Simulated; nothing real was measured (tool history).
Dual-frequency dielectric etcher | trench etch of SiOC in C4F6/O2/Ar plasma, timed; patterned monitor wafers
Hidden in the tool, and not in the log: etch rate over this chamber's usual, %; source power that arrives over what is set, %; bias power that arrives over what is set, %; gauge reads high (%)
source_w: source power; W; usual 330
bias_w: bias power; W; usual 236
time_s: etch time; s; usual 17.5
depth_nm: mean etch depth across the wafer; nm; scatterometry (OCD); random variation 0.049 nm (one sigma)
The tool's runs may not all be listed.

run,hour,source_w,bias_w,time_s,wafers since the last listed run,hours since the last wet clean,hours since the last source power generator calibration,hours since the last bias power generator calibration,hours since the last upper electrode change,hours since the gauge calibration,"read-back reference wafer on the same gauge, depth_nm",depth_nm
1,0,330,207,17.5,0,88.9,2308.6,2217.6,2797.6,225,38.51,32.18
2,92.7,330,236,17.5,2063,181.6,2401.3,2310.3,2890.3,317.7,38.51,33.69
3,190.2,330,236,17.5,2169,279.1,2498.8,2407.8,2987.8,415.2,38.48,33.86
4,250.2,330,190,17.5,1335,339.1,2558.8,2467.8,3047.8,475.2,38.48,31.63
# hour 325.6: wet clean of the chamber
5,355.8,380,236,17.5,1816,30.2,2664.4,2573.4,3153.4,580.8,38.5,35.36
# hour 407: gauge calibrated
6,442.3,380,236,17.5,1925,116.7,2750.9,2659.9,3239.9,35.3,38.51,35.69
7,490.2,330,236,14,1066,164.6,2798.8,2707.8,3287.8,83.2,38.51,26.93
# hour 512.6: bias power generator calibrated
# hour 574.8: upper electrode replaced
8,585.8,400,236,15,1504,260.2,2894.4,73.2,11,178.8,38.49,31.3
9,632.3,370,180,15.5,1034,306.7,2940.9,119.7,57.5,225.3,38.52,28.85
# hour 678.6: wet clean of the chamber
# hour 706.8: source power generator calibrated
10,712.8,260,236,13.5,1168,34.2,6,200.2,138,305.8,38.51,23.04
11,811.8,330,236,21,2203,133.2,105,299.2,237,404.8,38.5,39.57
12,865.3,330,236,17.5,1190,186.7,158.5,352.7,290.5,458.3,38.5,33.06
13,924,330,236,17.5,1306,245.4,217.2,411.4,349.2,517,38.48,33.13
# hour 935.1: gauge calibrated
14,963.6,330,199,15,881,285,256.8,451,388.8,28.5,38.48,26.89

Hidden state or all else? Some run-to-run changes of depth_nm, split into what the settings, what came in and random variation would give without the hidden state, and what is left for the hidden state (with any gauge scatter that isn't in both results):
Run 9 -> 10: source_w 370 -> 260, bias_w 180 -> 236, time_s 15.5 -> 13.5, wet clean of the chamber, source power generator calibrated. depth_nm -5.81 nm: hidden state -0.9, all else -4.91.
Run 10 -> 11: source_w 260 -> 330, time_s 13.5 -> 21. depth_nm +16.53 nm: hidden state +0.18, all else +16.35.
